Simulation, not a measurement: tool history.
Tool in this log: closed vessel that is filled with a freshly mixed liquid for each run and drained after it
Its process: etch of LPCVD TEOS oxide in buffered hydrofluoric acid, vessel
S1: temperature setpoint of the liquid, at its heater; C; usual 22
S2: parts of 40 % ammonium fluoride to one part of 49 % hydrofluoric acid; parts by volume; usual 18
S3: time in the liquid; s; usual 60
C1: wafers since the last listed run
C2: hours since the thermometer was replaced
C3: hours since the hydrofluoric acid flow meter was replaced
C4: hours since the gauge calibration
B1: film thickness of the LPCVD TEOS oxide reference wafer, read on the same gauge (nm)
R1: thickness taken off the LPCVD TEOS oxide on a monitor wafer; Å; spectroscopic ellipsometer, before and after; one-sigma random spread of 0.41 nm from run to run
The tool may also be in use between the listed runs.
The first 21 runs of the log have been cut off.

| run | day | S1 | S2 | S3 | C1 | C2 | C3 | C4 | B1 | R1 |
|---|---|---|---|---|---|---|---|---|---|---|
| 22 | 11.9 | 23.5 | 20 | 70 | 963 | 101.9 | 239.1 | 69.8 | 69.99 | 651 |
| 23 | 12.354 | 22 | 18 | 60 | 789 | 112.8 | 250 | 80.7 | 69.98 | 576.2 |
| 24 | 12.675 | 18.5 | 18 | 60 | 557 | 120.5 | 257.7 | 88.4 | 70 | 469.9 |
| 25 | 13.167 | 18.5 | 18 | 90 | 854 | 132.3 | 269.5 | 100.2 | 70 | 700.1 |
| 26 | 13.804 | 19 | 18 | 80 | 1107 | 147.6 | 284.8 | 115.5 | 70 | 650.3 |
| 27 | 14.162 | 22 | 15.5 | 60 | 622 | 156.2 | 293.4 | 124.1 | 70.03 | 666.7 |
| 28 | 14.467 | 22 | 21.5 | 60 | 528 | 163.5 | 300.7 | 131.4 | 69.99 | 490.4 |
| 29 | 15.008 | 22 | 18 | 60 | 941 | 176.5 | 313.7 | 144.4 | 70.03 | 565.4 |
| 30 | 15.654 | 20.5 | 14.5 | 75 | 1122 | 192 | 329.2 | 159.9 | 70.01 | 802.6 |
| 31 | 16.392 | 22 | 14 | 60 | 1281 | 209.7 | 346.9 | 177.6 | 69.99 | 734.9 |
| 32 | 17.012 | 24 | 14.5 | 30 | 1078 | 224.6 | 361.8 | 192.5 | 70.01 | 389.4 |

5 ways to go on from here, each from the tool as it stands after run 32. What would each give?
| A | 17.042 | 22 | 18 | 85 | 50 | 225.3 | 362.5 | 193.2 | ? | ? |
| B | 17.042 | 22 | 16 | 60 | 50 | 225.3 | 362.5 | 193.2 | ? | ? |
| C | 17.042 | 24 | 18 | 60 | 50 | 225.3 | 362.5 | 193.2 | ? | ? |
| D | 17.042 | 22 | 18 | 30 | 50 | 225.3 | 362.5 | 193.2 | ? | ? |
| E | 17.042 | 22 | 13.5 | 60 | 50 | 225.3 | 362.5 | 193.2 | ? | ? |

| run | B1 | R1 |
|---|---|---|
| A | 69.99 | 801.3 |
| B | 69.99 | 635.2 |
| C | 69.99 | 631.6 |
| D | 69.99 | 282.8 |
| E | 69.99 | 750.7 |
Without the tool's unlogged condition, the same runs would have read:
| run | R1 |
|---|---|
| A | 816.6 |
| B | 647.3 |
| C | 643.5 |
| D | 288.2 |
| E | 765 |
